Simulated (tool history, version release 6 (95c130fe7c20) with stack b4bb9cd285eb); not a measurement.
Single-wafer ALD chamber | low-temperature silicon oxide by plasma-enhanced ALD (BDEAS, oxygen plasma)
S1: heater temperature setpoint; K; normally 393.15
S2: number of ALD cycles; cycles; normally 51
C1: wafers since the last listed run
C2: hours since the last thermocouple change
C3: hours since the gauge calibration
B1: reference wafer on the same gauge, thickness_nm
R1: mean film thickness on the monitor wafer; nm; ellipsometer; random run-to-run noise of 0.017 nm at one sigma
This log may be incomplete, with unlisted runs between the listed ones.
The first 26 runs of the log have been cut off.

run 27 hour=364.4 | S1=389.15 S2=59 | C1=83 C2=167.8 C3=160.7 | B1=7.67 | R1=8.015
run 28 hour=371.5 | S1=380.15 S2=54 | C1=46 C2=174.9 C3=167.8 | B1=7.673 | R1=7.431
run 29 hour=385.5 | S1=380.15 S2=46 | C1=91 C2=188.9 C3=181.8 | B1=7.668 | R1=6.291
run 30 hour=394.7 | S1=404.15 S2=42 | C1=60 C2=198.1 C3=191 | B1=7.67 | R1=5.551
run 31 hour=410.6 | S1=393.15 S2=51 | C1=104 C2=214 C3=206.9 | B1=7.664 | R1=6.862
run 32 hour=427.7 | S1=402.15 S2=54 | C1=112 C2=231.1 C3=224 | B1=7.671 | R1=7.162
run 33 hour=435.3 | S1=393.15 S2=56 | C1=49 C2=238.7 C3=231.6 | B1=7.679 | R1=7.529
run 34 hour=443.9 | S1=393.15 S2=44 | C1=56 C2=247.3 C3=240.2 | B1=7.679 | R1=5.914
run 35 hour=452.3 | S1=393.15 S2=51 | C1=55 C2=255.7 C3=248.6 | B1=7.675 | R1=6.86
run 36 hour=466.4 | S1=401.15 S2=46 | C1=92 C2=269.8 C3=262.7 | B1=7.673 | R1=6.109
run 37 hour=483.2 | S1=385.15 S2=45 | C1=110 C2=286.6 C3=279.5 | B1=7.664 | R1=6.141
run 38 hour=495.3 | S1=393.15 S2=51 | C1=79 C2=298.7 C3=291.6 | B1=7.663 | R1=6.831
run 39 hour=512.8 | S1=407.15 S2=47 | C1=114 C2=316.2 C3=309.1 | B1=7.672 | R1=6.203
run 40 hour=520.6 | S1=407.15 S2=57 | C1=51 C2=324 C3=316.9 | B1=7.675 | R1=7.46
-- hour=532.4 gauge calibrated
run 41 hour=536.5 | S1=383.15 S2=51 | C1=104 C2=339.9 C3=4.1 | B1=7.67 | R1=6.984
run 42 hour=547.5 | S1=401.15 S2=48 | C1=72 C2=350.9 C3=15.1 | B1=7.664 | R1=6.363

Below are 3 alternative next runs, each starting from the tool's condition after run 42. Predict each:
run A hour=548 | S1=406.15 S2=51 | C1=3 C2=351.4 C3=15.6 | B1=? | R1=?
run B hour=548 | S1=398.15 S2=51 | C1=3 C2=351.4 C3=15.6 | B1=? | R1=?
run C hour=548 | S1=393.15 S2=57 | C1=3 C2=351.4 C3=15.6 | B1=? | R1=?

run=A B1=7.669 R1=6.72
run=B B1=7.669 R1=6.81
run=C B1=7.669 R1=7.675
The same runs, with their run-to-run variation unchanged, on a tool lacking any hidden condition would have given:
run=A R1=6.72
run=B R1=6.81
run=C R1=7.675
